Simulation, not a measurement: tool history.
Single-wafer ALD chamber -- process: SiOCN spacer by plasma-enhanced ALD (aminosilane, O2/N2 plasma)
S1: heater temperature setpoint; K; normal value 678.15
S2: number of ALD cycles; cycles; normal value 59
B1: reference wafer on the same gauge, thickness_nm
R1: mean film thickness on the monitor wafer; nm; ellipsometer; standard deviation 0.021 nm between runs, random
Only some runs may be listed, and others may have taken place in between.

{"run": 1, "hour": 0.0, "S1": 678.15, "S2": 59, "B1": 3.625, "R1": 3.606}
{"run": 2, "hour": 37.6, "S1": 670.15, "S2": 59, "B1": 3.616, "R1": 3.689}
{"run": 3, "hour": 98.1, "S1": 670.15, "S2": 59, "B1": 3.601, "R1": 3.659}
{"run": 4, "hour": 165.3, "S1": 670.15, "S2": 59, "B1": 3.607, "R1": 3.667}
{"run": 5, "hour": 196.5, "S1": 678.15, "S2": 59, "B1": 3.611, "R1": 3.612}
{"run": 6, "hour": 240.1, "S1": 678.15, "S2": 59, "B1": 3.601, "R1": 3.638}
{"run": 7, "hour": 299.4, "S1": 678.15, "S2": 59, "B1": 3.611, "R1": 3.637}
{"run": 8, "hour": 358.1, "S1": 678.15, "S2": 59, "B1": 3.61, "R1": 3.627}
{"hour": 395.9, "done": "thermocouple changed; heater temperature recalibrated"}
{"run": 9, "hour": 396.4, "S1": 678.15, "S2": 59, "B1": 3.602, "R1": 3.655}
{"run": 10, "hour": 423.1, "S1": 667.15, "S2": 59, "B1": 3.609, "R1": 3.667}
{"run": 11, "hour": 483.8, "S1": 673.15, "S2": 50, "B1": 3.614, "R1": 3.082}
{"run": 12, "hour": 549.1, "S1": 666.15, "S2": 51, "B1": 3.612, "R1": 3.189}
{"run": 13, "hour": 591.0, "S1": 665.15, "S2": 67, "B1": 3.6, "R1": 4.21}
{"run": 14, "hour": 651.8, "S1": 690.15, "S2": 65, "B1": 3.615, "R1": 3.833}
{"run": 15, "hour": 709.9, "S1": 671.15, "S2": 53, "B1": 3.625, "R1": 3.328}
{"run": 16, "hour": 913.5, "S1": 678.15, "S2": 59, "B1": 3.61, "R1": 3.598}
{"hour": 966.3, "done": "gauge calibrated"}
{"run": 17, "hour": 985.5, "S1": 670.15, "S2": 68, "B1": 3.603, "R1": 4.266}
{"run": 18, "hour": 1013.6, "S1": 665.15, "S2": 67, "B1": 3.608, "R1": 4.133}
{"run": 19, "hour": 1176.3, "S1": 689.15, "S2": 59, "B1": 3.619, "R1": 3.478}
{"run": 20, "hour": 1240.6, "S1": 678.15, "S2": 52, "B1": 3.612, "R1": 3.184}
{"run": 21, "hour": 1282.9, "S1": 678.15, "S2": 53, "B1": 3.603, "R1": 3.285}

What if the next run were any one of these 5? Each begins from the tool's condition after run 21:
{"run": "A", "hour": 1283.4, "S1": 678.15, "S2": 68, "B1": "?", "R1": "?"}
{"run": "B", "hour": 1283.4, "S1": 690.15, "S2": 47, "B1": "?", "R1": "?"}
{"run": "C", "hour": 1283.4, "S1": 691.15, "S2": 48, "B1": "?", "R1": "?"}
{"run": "D", "hour": 1283.4, "S1": 685.15, "S2": 67, "B1": "?", "R1": "?"}
{"run": "E", "hour": 1283.4, "S1": 693.15, "S2": 70, "B1": "?", "R1": "?"}

run=A B1=3.616 R1=4.191
run=B B1=3.616 R1=2.804
run=C B1=3.616 R1=2.855
run=D B1=3.616 R1=4.052
run=E B1=3.616 R1=4.141
With no hidden state in the tool, these same runs would have given:
run=A R1=4.191
run=B R1=2.804
run=C R1=2.855
run=D R1=4.052
run=E R1=4.141
